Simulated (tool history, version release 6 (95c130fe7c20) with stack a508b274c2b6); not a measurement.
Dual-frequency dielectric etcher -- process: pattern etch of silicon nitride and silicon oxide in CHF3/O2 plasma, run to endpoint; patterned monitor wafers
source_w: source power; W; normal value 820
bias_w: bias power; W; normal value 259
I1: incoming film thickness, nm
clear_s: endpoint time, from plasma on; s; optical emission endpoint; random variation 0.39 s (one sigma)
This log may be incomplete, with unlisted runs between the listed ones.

{"run": 1, "day": 0.0, "source_w": 820, "bias_w": 259, "I1": 184.3, "clear_s": 106.1}
{"run": 2, "day": 0.742, "source_w": 820, "bias_w": 259, "I1": 183.3, "clear_s": 106.5}
{"run": 3, "day": 1.088, "source_w": 820, "bias_w": 259, "I1": 186.3, "clear_s": 108.3}
{"run": 4, "day": 1.729, "source_w": 820, "bias_w": 259, "I1": 185.2, "clear_s": 107.9}
{"run": 5, "day": 2.179, "source_w": 820, "bias_w": 220, "I1": 186.1, "clear_s": 112.9}
{"run": 6, "day": 2.467, "source_w": 820, "bias_w": 220, "I1": 185.2, "clear_s": 112.9}
{"run": 7, "day": 3.125, "source_w": 820, "bias_w": 259, "I1": 185.5, "clear_s": 107.4}
{"day": 3.421, "done": "source power generator calibrated"}
{"run": 8, "day": 3.667, "source_w": 820, "bias_w": 259, "I1": 184, "clear_s": 106.9}
{"day": 4.079, "done": "bias power generator calibrated"}
{"run": 9, "day": 4.1, "source_w": 900, "bias_w": 318, "I1": 183.1, "clear_s": 96}
{"run": 10, "day": 4.542, "source_w": 820, "bias_w": 259, "I1": 186.8, "clear_s": 108.4}
{"run": 11, "day": 4.95, "source_w": 820, "bias_w": 208, "I1": 186.6, "clear_s": 116.2}
{"run": 12, "day": 5.625, "source_w": 760, "bias_w": 259, "I1": 184, "clear_s": 111.1}
{"day": 6.692, "done": "wet clean of the chamber"}
{"day": 6.729, "done": "upper electrode replaced"}
{"run": 13, "day": 6.75, "source_w": 820, "bias_w": 259, "I1": 185.5, "clear_s": 102.4}
{"run": 14, "day": 7.138, "source_w": 820, "bias_w": 237, "I1": 185.3, "clear_s": 104.6}
{"run": 15, "day": 7.779, "source_w": 770, "bias_w": 291, "I1": 186.4, "clear_s": 101.9}
{"run": 16, "day": 8.25, "source_w": 670, "bias_w": 197, "I1": 186.9, "clear_s": 122.9}
{"run": 17, "day": 8.517, "source_w": 670, "bias_w": 209, "I1": 186.2, "clear_s": 120.4}

Below, each run's measurement less what the same run would have read without the hidden state. Both values contain the same run-to-run variation, but the gauge's scatter may not be the same in both:
Hidden state at play: etch rate over this chamber's usual, %; source power that arrives over what is set, %; bias power that arrives over what is set, %.
run=1 clear_s=+3.8
run=2 clear_s=+3.9
run=3 clear_s=+4.1
run=4 clear_s=+4.3
run=5 clear_s=+4.6
run=6 clear_s=+4.6
run=7 clear_s=+4.5
run=8 clear_s=+4.6
run=9 clear_s=+4.3
run=10 clear_s=+4.9
run=11 clear_s=+5.4
run=12 clear_s=+5.3
run=13 clear_s=-1.5
run=14 clear_s=-1.4
run=15 clear_s=-1.3
run=16 clear_s=-1.4
run=17 clear_s=-1.2
